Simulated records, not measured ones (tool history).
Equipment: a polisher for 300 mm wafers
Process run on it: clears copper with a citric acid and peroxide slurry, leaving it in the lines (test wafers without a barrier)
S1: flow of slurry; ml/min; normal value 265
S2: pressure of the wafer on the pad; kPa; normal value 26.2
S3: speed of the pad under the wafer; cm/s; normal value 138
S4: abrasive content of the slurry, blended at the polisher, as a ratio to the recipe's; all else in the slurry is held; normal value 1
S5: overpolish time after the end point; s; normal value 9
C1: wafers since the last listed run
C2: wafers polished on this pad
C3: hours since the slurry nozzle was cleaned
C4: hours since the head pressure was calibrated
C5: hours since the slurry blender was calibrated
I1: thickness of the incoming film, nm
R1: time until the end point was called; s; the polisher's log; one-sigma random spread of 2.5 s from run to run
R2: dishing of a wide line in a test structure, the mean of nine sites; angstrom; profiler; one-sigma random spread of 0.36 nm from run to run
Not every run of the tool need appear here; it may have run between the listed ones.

Run 1, day 0: usual settings but S4 0.9; C1 0; C2 63; C3 256.5; C4 283.2; C5 353.2; I1 507.9. Result: R1 162.1 s, R2 225 angstrom.
Run 2, day 4.275: usual settings but S3 108 cm/s; C1 508; C2 571; C3 359.1; C4 385.8; C5 455.8; I1 506.7. Result: R1 172.3 s, R2 211 angstrom.
Run 3, day 8.05: usual settings but S3 108 cm/s; C1 448; C2 1020; C3 449.7; C4 476.4; C5 546.4; I1 506.9. Result: R1 172.6 s, R2 209 angstrom.
Run 4, day 12.304: usual settings but S3 108 cm/s; C1 505; C2 1525; C3 551.8; C4 578.5; C5 648.5; I1 517.3. Result: R1 173.3 s, R2 212 angstrom.
At day 12.838: slurry blender recalibrated.
Run 5, day 16.417: usual settings but S4 1.1; C1 478; C2 2004; C3 650.5; C4 677.2; C5 85.9; I1 513.6. Result: R1 148.4 s, R2 243 angstrom.
Run 6, day 18.071: usual settings but S4 1.1; C1 196; C2 2201; C3 690.2; C4 716.9; C5 125.6; I1 513.1. Result: R1 148.1 s, R2 252 angstrom.
At day 19.296: head pressure recalibrated.
At day 21.371: slurry nozzle cleaned.
Run 7, day 21.904: usual settings but S4 1.1; C1 440; C2 2642; C3 12.8; C4 62.6; C5 217.6; I1 511.3. Result: R1 159 s, R2 235 angstrom.
At day 28.458: worn pad replaced by a new one.
Run 8, day 29.175: usual settings but S5 6 s; C1 844; C2 85; C3 187.3; C4 237.1; C5 392.1; I1 506.7. Result: R1 157.4 s, R2 155 angstrom.
Run 9, day 31.65: usual settings; C1 294; C2 379; C3 246.7; C4 296.5; C5 451.5; I1 515. Result: R1 159.5 s, R2 230 angstrom.
Run 10, day 33.267: usual settings but S2 31.7 kPa; C1 192; C2 571; C3 285.5; C4 335.3; C5 490.3; I1 516.3. Result: R1 145.5 s, R2 250 angstrom.
Run 11, day 36.35: usual settings but S1 235 ml/min, S4 1.25; C1 366; C2 938; C3 359.5; C4 409.3; C5 564.3; I1 517.1. Result: R1 155.7 s, R2 239 angstrom.
At day 38.483: slurry blender recalibrated.
Run 12, day 38.733: usual settings but S1 340 ml/min, S2 34.5 kPa, S3 168 cm/s, S4 1.1; C1 273; C2 1211; C3 416.7; C4 466.5; C5 6; I1 508.5. Result: R1 112.5 s, R2 304 angstrom.
Run 13, day 41.95: usual settings but S3 94 cm/s, S4 1.2; C1 382; C2 1593; C3 493.9; C4 543.7; C5 83.2; I1 507.3. Result: R1 178.1 s, R2 202 angstrom.
Run 14, day 43.929: usual settings; C1 235; C2 1829; C3 541.4; C4 591.2; C5 130.7; I1 516.5. Result: R1 151.2 s, R2 234 angstrom.
Run 15, day 45.692: usual settings but S3 98 cm/s, S4 1.1; C1 209; C2 2038; C3 583.7; C4 633.5; C5 173; I1 514.8. Result: R1 176.5 s, R2 215 angstrom.
At day 47.85: head pressure recalibrated.
Run 16, day 48.621: usual settings but S3 184 cm/s, S5 7 s; C1 338; C2 2376; C3 654; C4 18.5; C5 243.3; I1 513.2. Result: R1 135.4 s, R2 209 angstrom.
At day 52.758: slurry nozzle cleaned.
Run 17, day 55.308: usual settings but S2 31 kPa, S4 1.2; C1 790; C2 3166; C3 61.2; C4 179; C5 403.8; I1 511.6. Result: R1 143.3 s, R2 256 angstrom.
At day 56.9: worn pad replaced by a new one.
Run 18, day 57.033: usual settings but S1 325 ml/min, S4 0.85, S5 5 s; C1 185; C2 16; C3 102.6; C4 220.4; C5 445.2; I1 505.8. Result: R1 156.5 s, R2 128 angstrom.
Run 19, day 60.696: usual settings but S4 0.75; C1 435; C2 451; C3 190.5; C4 308.3; C5 533.1; I1 516.9. Result: R1 165.4 s, R2 219 angstrom.
Run 20, day 63.012: usual settings; C1 275; C2 726; C3 246.1; C4 363.9; C5 588.7; I1 513.1. Result: R1 157.4 s, R2 229 angstrom.
At day 64.183: slurry blender recalibrated.
Run 21, day 66.267: usual settings; C1 376; C2 1103; C3 324.2; C4 442; C5 50; I1 505.7. Result: R1 155 s, R2 224 angstrom.
Run 22, day 69.867: usual settings but S1 220 ml/min, S2 18.6 kPa, S3 156 cm/s; C1 427; C2 1531; C3 410.6; C4 528.4; C5 136.4; I1 502.9. Result: R1 166.2 s, R2 218 angstrom.
Run 23, day 71.458: usual settings but S1 195 ml/min, S2 33.8 kPa, S4 1.15, S5 10 s; C1 189; C2 1720; C3 448.8; C4 566.6; C5 174.6; I1 506.4. Result: R1 131.6 s, R2 300 angstrom.
At day 74.383: head pressure recalibrated.
Run 24, day 74.767: usual settings but S1 305 ml/min, S2 34.5 kPa, S3 162 cm/s, S4 0.9; C1 383; C2 2104; C3 528.2; C4 9.2; C5 254; I1 511.7. Result: R1 125.8 s, R2 285 angstrom.
Run 25, day 77.279: usual settings but S4 0.85, S5 6 s; C1 298; C2 2402; C3 588.5; C4 69.5; C5 314.3; I1 504. Result: R1 159.4 s, R2 150 angstrom.
Run 26, day 79.742: usual settings but S5 5 s; C1 292; C2 2695; C3 647.6; C4 128.6; C5 373.4; I1 506.8. Result: R1 159.2 s, R2 129 angstrom.
At day 80.254: worn pad replaced by a new one.
Run 27, day 81.442: usual settings but S2 20 kPa; C1 182; C2 140; C3 688.4; C4 169.4; C5 414.2; I1 512.2. Result: R1 179.6 s, R2 212 angstrom.
Run 28, day 85.633: usual settings but S2 22.8 kPa, S5 11 s; C1 498; C2 639; C3 789; C4 270; C5 514.8; I1 512.8. Result: R1 167.9 s, R2 267 angstrom.
At day 87.938: slurry nozzle cleaned.
Run 29, day 89.088: usual settings but S1 330 ml/min; C1 405; C2 1044; C3 27.6; C4 352.9; C5 597.7; I1 515. Result: R1 155 s, R2 233 angstrom.

For each run, what was the tool's unlogged condition?
removal rate lost through wear of the pad, %: 0 at every run
slurry flow missing at the pad, %: 0 at every run
abrasive missing from the slurry, %: 0 at every run
H1: deviation of the head's pressure from its setpoint, %
run      H1
  1    4.36
  2    6.29
  3    8.49
  4    11.5
  5      15
  6    16.6
  7  -0.697
  8   0.775
  9    1.67
 10    2.36
 11    3.91
 12    5.32
 13    7.51
 14    9.03
 15    10.5
 16   -1.09
 17  -0.199
 18   0.266
 19    1.57
 20    2.63
 21     4.4
 22    6.76
 23    7.93
 24    1.03
 25    1.16
 26    1.49
 27    1.84
 28    3.08
 29    4.53
